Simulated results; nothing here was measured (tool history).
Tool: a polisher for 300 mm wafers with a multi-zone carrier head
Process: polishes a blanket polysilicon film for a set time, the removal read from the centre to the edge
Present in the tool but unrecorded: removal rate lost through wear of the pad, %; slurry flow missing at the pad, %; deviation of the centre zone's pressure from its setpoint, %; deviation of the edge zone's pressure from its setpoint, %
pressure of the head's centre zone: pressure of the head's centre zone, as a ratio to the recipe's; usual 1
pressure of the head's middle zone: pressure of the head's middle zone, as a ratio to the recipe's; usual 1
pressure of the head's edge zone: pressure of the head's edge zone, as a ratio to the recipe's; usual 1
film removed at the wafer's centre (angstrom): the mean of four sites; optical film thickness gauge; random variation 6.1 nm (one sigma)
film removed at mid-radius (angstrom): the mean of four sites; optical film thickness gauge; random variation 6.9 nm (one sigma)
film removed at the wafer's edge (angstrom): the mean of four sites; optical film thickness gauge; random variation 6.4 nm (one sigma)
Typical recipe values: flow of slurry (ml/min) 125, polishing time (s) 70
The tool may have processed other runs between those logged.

run    hour  flow of slurry (ml/min)  pressure of the head's centre zone  pressure of the head's middle zone  pressure of the head's edge zone  polishing time (s)  wafers since the last listed run  wafers polished on this pad  hours since the slurry nozzle was cleaned  hours since the centre zone pressure was calibrated  hours since the edge zone pressure was calibrated  hours since the carrier head's membrane was replaced  incoming thickness of the incoming film, nm  film removed at the wafer's centre (angstrom)  film removed at mid-radius (angstrom)  film removed at the wafer's edge (angstrom)
  1       0                      105                                   1                                   1                                 1                  82                                 0                          906                                      278.7                                                568.5                                              728.2                                                 361.5                                         1533                                           5356                                   5298                                         5426
  2    91.6                      140                                   1                                   1                               1.1                  70                               776                         1683                                      370.3                                                660.1                                              819.8                                                 453.1                                       1543.5                                           5021                                   4851                                         4965
  3   145.5                      145                                   1                                   1                                 1                  70                               457                         2140                                      424.2                                                  714                                              873.7                                                   507                                       1568.3                                           4866                                   4867                                         4833
  4   206.1                      125                                   1                                   1                                 1                  58                               513                         2654                                      484.8                                                774.6                                              934.3                                                 567.6                                       1530.6                                           4001                                   3800                                         3807
  5   317.9                      125                                   1                                0.96                                 1                  70                               948                         3602                                      596.6                                                886.4                                             1046.1                                                 679.4                                       1521.6                                           4907                                   4325                                         4473
      354.2  -- carrier head's membrane replaced by a new one
      390.5  -- edge zone pressure recalibrated
  6   402.7                      125                                   1                                1.03                               0.9                  70                               659                         4262                                      681.4                                                971.2                                               12.2                                                  48.5                                       1575.7                                           4739                                   4521                                         4125
  7   451.5                      125                                   1                                   1                              0.93                  70                               413                         4676                                      730.2                                                 1020                                                 61                                                  97.3                                       1544.9                                           4863                                   4382                                         4269
      499.2  -- centre zone pressure recalibrated
  8     503                      125                                   1                                1.07                              0.95                  70                               419                         5095                                      781.7                                                  3.8                                              112.5                                                 148.8                                       1557.1                                           4291                                   4543                                         4282
      526.1  -- slurry nozzle cleaned
  9   582.2                      125                                   1                                0.91                              0.88                  70                               663                         5758                                       56.1                                                   83                                              191.7                                                   228                                       1551.9                                           4238                                   3889                                         3983
      603.4  -- worn pad replaced by a new one
 10   715.1                       90                                   1                                   1                                 1                  70                              1093                          947                                        189                                                215.9                                              324.6                                                 360.9                                       1550.6                                           4439                                   4366                                         4464
 11   753.2                       95                                   1                                   1                                 1                  70                               323                         1270                                      227.1                                                  254                                              362.7                                                   399                                       1552.2                                           4368                                   4476                                         4471
 12   813.3                      140                                0.89                                   1                              1.06                  70                               509                         1780                                      287.2                                                314.1                                              422.8                                                 459.1                                       1558.9                                           4522                                   4875                                         4966
 13   903.2                      105                                 1.1                                1.07                                 1                  70                               762                         2542                                      377.1                                                  404                                              512.7                                                   549                                       1514.9                                           4845                                   4670                                         4582
 14   942.8                      125                                   1                                   1                                 1                  70                               335                         2878                                      416.7                                                443.6                                              552.3                                                 588.6                                       1544.9                                           4737                                   4659                                         4596
      993.7  -- carrier head's membrane replaced by a new one
 15  1031.2                      125                                   1                                   1                                 1                  70                               707                         3585                                      505.1                                                  532                                              640.7                                                  37.5                                       1552.1                                           4664                                   4518                                         4629
 16  1136.6                      125                                1.03                                1.08                                 1                  70                               893                         4479                                      610.5                                                637.4                                              746.1                                                 142.9                                       1560.8                                           4637                                   4847                                         4512
 17  1219.4                      125                                   1                                   1                                 1                  70                               702                         5181                                      693.3                                                720.2                                              828.9                                                 225.7                                       1540.6                                           4584                                   4331                                         4278
 18  1266.4                      125                                   1                                   1                              0.92                  70                               398                         5580                                      740.3                                                767.2                                              875.9                                                 272.7                                       1554.5                                           4526                                   4192                                         4136
       1317  -- slurry nozzle cleaned
     1354.8  -- centre zone pressure recalibrated
       1377  -- worn pad replaced by a new one
     1485.5  -- edge zone pressure recalibrated
 19  1521.7                      125                                0.97                                 0.9                                 1                  70                              2088                         1210                                      204.7                                                166.9                                               36.2                                                   528                                         1563                                           4544                                   4387                                         4813
 20  1612.8                      125                                   1                                   1                                 1                  70                               772                         1982                                      295.8                                                  258                                              127.3                                                 619.1                                       1545.6                                           4709                                   4807                                         4589
 21  1663.8                      125                                1.09                                   1                                 1                  70                               432                         2415                                      346.8                                                  309                                              178.3                                                 670.1                                       1577.8                                           4870                                   4726                                         4675

5 options for the next run, each taken on its own from the tool as it stands now. Forecast them:
  A  1664.2                      125                                   1                                   1                                 1                  70                                 3                         2418                                      347.2                                                309.4                                              178.7                                                 670.5                                       1528.2                                              ?                                      ?                                            ?
  B  1664.2                      125                                   1                                0.92                                 1                  70                                 3                         2418                                      347.2                                                309.4                                              178.7                                                 670.5                                       1528.2                                              ?                                      ?                                            ?
  C  1664.2                      125                                0.94                                0.92                              1.08                  70                                 3                         2418                                      347.2                                                309.4                                              178.7                                                 670.5                                       1528.2                                              ?                                      ?                                            ?
  D  1664.2                      125                                   1                                   1                                 1                  46                                 3                         2418                                      347.2                                                309.4                                              178.7                                                 670.5                                       1528.2                                              ?                                      ?                                            ?
  E  1664.2                       90                                1.06                                1.08                              0.96                  70                                 3                         2418                                      347.2                                                309.4                                              178.7                                                 670.5                                       1528.2                                              ?                                      ?                                            ?

run  film removed at the wafer's centre (angstrom)  film removed at mid-radius (angstrom)  film removed at the wafer's edge (angstrom)
  A                                           4695                                   4718                                         4662
  B                                           4692                                   4399                                         4667
  C                                           4491                                   4400                                         4847
  D                                           3085                                   3100                                         3064
  E                                           4460                                   4640                                         4317
Had the tool no hidden state, the same runs would have come out as:
run  film removed at the wafer's centre (angstrom)  film removed at mid-radius (angstrom)  film removed at the wafer's edge (angstrom)
  A                                           4827                                   4875                                         4817
  B                                           4824                                   4545                                         4822
  C                                           4617                                   4546                                         5008
  D                                           3172                                   3203                                         3165
  E                                           4586                                   4794                                         4461

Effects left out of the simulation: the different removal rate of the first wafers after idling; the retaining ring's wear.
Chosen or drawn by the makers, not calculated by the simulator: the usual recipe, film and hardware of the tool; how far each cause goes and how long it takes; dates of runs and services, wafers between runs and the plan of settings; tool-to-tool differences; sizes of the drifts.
